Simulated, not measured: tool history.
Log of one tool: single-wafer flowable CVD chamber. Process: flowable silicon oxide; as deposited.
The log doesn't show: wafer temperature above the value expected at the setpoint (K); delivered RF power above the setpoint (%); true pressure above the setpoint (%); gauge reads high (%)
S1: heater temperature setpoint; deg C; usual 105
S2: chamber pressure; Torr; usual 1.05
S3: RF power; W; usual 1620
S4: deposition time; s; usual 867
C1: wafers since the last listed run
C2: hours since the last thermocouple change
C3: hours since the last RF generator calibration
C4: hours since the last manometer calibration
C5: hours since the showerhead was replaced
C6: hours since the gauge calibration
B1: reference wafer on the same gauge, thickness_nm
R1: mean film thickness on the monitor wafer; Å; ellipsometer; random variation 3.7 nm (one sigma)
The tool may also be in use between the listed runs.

run    hour   S1    S2    S3   S4   C1      C2      C3      C4      C5      C6       B1       R1
  1       0  105  1.21  1620  867    0   990.5   610.2    1147  1820.1   175.9  687.839  7267.03
  2    73.6  105  0.94  1620  831  137  1064.1   683.8  1220.6  1893.7   249.5  689.208  5421.62
       93.9  -- capacitance manometer re-zeroed and calibrated
  3     130  105  0.94  1620  831   90  1120.5   740.2    36.1  1950.1   305.9  689.386  5378.27
  4   236.5  105  0.94  1620  831  198    1227   846.7   142.6  2056.6   412.4   689.63  5388.76
  5   277.7  105  1.05  1620  867   76  1268.2   887.9   183.8  2097.8   453.6  692.156  6293.45
  6   334.3  105  1.05  1620  867  105  1324.8   944.5   240.4  2154.4   510.2  692.731  6327.86
      416.6  -- RF generator calibrated
  7   432.7  105  1.05  1620  806  168  1423.2    16.1   338.8  2252.8   608.6  692.748  5896.87
  8   532.2  105  1.05  1295  867  185  1522.7   115.6   438.3  2352.3   708.1  695.633  5926.58
  9   601.3  113  0.92  1905  867  128  1591.8   184.7   507.4  2421.4   777.2  695.371  4437.05
 10   662.5  105  1.05  1740  867  114    1653   245.9   568.6  2482.6   838.4  695.583  6496.14
 11   699.1  105  1.05  1360  867   68  1689.6   282.5   605.2  2519.2     875  696.079  6080.88
 12     803  105  1.05  1620  867  193  1793.5   386.4   709.1  2623.1   978.9  694.831  6441.79
      893.4  -- showerhead replaced
     1072.1  -- thermocouple changed; heater temperature recalibrated
 13  1105.7  105  1.05  1620  867  534    33.6   689.1  1011.8   212.3  1281.6   699.15  6436.65
 14  1200.5  101  0.95  1515  867  176   128.4   783.9  1106.6   307.1  1376.4    698.9   6453.9
     1255.9  -- capacitance manometer re-zeroed and calibrated
 15  1256.4  105  1.29  1620  867   89   184.3   839.8     0.5     363  1432.3  698.714  7811.99
 16  1292.2  105  1.05  1620  867   66   220.1   875.6    36.3   398.8  1468.1  699.874   6438.9
 17  1334.3  105  1.05  1620  867   78   262.2   917.7    78.4   440.9  1510.2  699.862  6362.19
 18  1426.3  105  1.05  1620  761  171   354.2  1009.7   170.4   532.9  1602.2  699.666  5612.34
 19  1500.1  105  1.05  1620  806  137     428  1083.5   244.2   606.7    1676  698.662  5985.98
 20  1539.8   97  0.84  1620  867   73   467.7  1123.2   283.9   646.4  1715.7   699.43  6622.76
 21  1600.6  105  1.05  1765  946  113   528.5    1184   344.7   707.2  1776.5  698.735  7180.91
 22  1660.7  105  1.17  1790  867  111   588.6  1244.1   404.8   767.3  1836.6  701.997  7274.45
 23  1698.3  105  1.05  1620  867   70   626.2  1281.7   442.4   804.9  1874.2  699.196  6421.85
       1770  -- RF generator calibrated
 24  1795.4  105  1.05  1620  945  165   723.3    25.4   539.5     902  1971.3  701.179  6974.62
 25  1869.7  105  1.05  1620  967  138   797.6    99.7   613.8   976.3  2045.6  699.947  7202.26
 26  1918.7   99  1.13  1700  945   91   846.6   148.7   662.8  1025.3  2094.6  701.658  9268.17
 27  1967.4  105  1.15  1720  944   90   895.3   197.4   711.5    1074  2143.3  701.261  7812.81

5 ways to go on from here, each from the tool as it stands after run 27. What would each give?
  A  1968  105  1.05  1890  867   1  895.9  198  712.1  1074.6  2143.9   ?   ?
  B  1968  105  1.05  1620  819   1  895.9  198  712.1  1074.6  2143.9   ?   ?
  C  1968  113  1.18  1480  867   1  895.9  198  712.1  1074.6  2143.9   ?   ?
  D  1968  105   0.9  1480  867   1  895.9  198  712.1  1074.6  2143.9   ?   ?
  E  1968  113  1.05  1620  696   1  895.9  198  712.1  1074.6  2143.9   ?   ?

run       B1       R1
  A  700.236  6628.65
  B  700.236  6021.23
  C  700.236  5367.06
  D  700.236  5285.53
  E  700.236  3948.86
Without the tool's hidden state the same runs would have given:
run       R1
  A  6486.13
  B  5891.77
  C  5251.67
  D  5171.89
  E  3863.96
